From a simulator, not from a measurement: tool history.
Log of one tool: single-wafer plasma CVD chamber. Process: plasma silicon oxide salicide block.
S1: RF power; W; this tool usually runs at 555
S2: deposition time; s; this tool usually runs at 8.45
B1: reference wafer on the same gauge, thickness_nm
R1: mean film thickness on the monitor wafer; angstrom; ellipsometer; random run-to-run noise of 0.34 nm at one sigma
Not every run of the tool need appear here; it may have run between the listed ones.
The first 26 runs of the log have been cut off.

Run 27, hour 1908.2: usual settings; B1 90.982. Result: R1 891.84 angstrom.
Run 28, hour 1962.1: usual settings; B1 91.061. Result: R1 893.47 angstrom.
Run 29, hour 2144.7: usual settings but S1 445 W, S2 9.05 s; B1 90.832. Result: R1 922.7 angstrom.
Run 30, hour 2199.4: usual settings but S1 465 W, S2 6.84 s; B1 90.723. Result: R1 708.35 angstrom.
Run 31, hour 2230.9: usual settings but S1 640 W, S2 8.98 s; B1 90.736. Result: R1 971.86 angstrom.
Run 32, hour 2268.9: usual settings; B1 90.788. Result: R1 890.55 angstrom.
Run 33, hour 2315.3: usual settings but S1 590 W; B1 90.711. Result: R1 896.31 angstrom.
At hour 2328.2: RF generator calibrated.
Run 34, hour 2422.1: usual settings but S1 490 W, S2 7.61 s; B1 90.591. Result: R1 791.1 angstrom.
Run 35, hour 2484.8: usual settings but S1 445 W, S2 8.01 s; B1 90.337. Result: R1 821.6 angstrom.

4 options for the next run, each taken on its own from the tool as it stands now. Forecast them:
Run A, hour 2485.2: usual settings; B1 ?. Result: R1 ?.
Run B, hour 2485.2: usual settings but S1 665 W, S2 9.64 s; B1 ?. Result: R1 ?.
Run C, hour 2485.2: usual settings but S1 635 W; B1 ?. Result: R1 ?.
Run D, hour 2485.2: usual settings but S1 655 W, S2 7.19 s; B1 ?. Result: R1 ?.

run      B1      R1
  A  90.395  888.44
  B  90.395  1042.7
  C  90.395  907.18
  D  90.395  775.78
The same runs, with their run-to-run variation unchanged, on a tool lacking any hidden condition would have given:
run       R1
  A   897.46
  B  1053.28
  C   916.39
  D   783.65
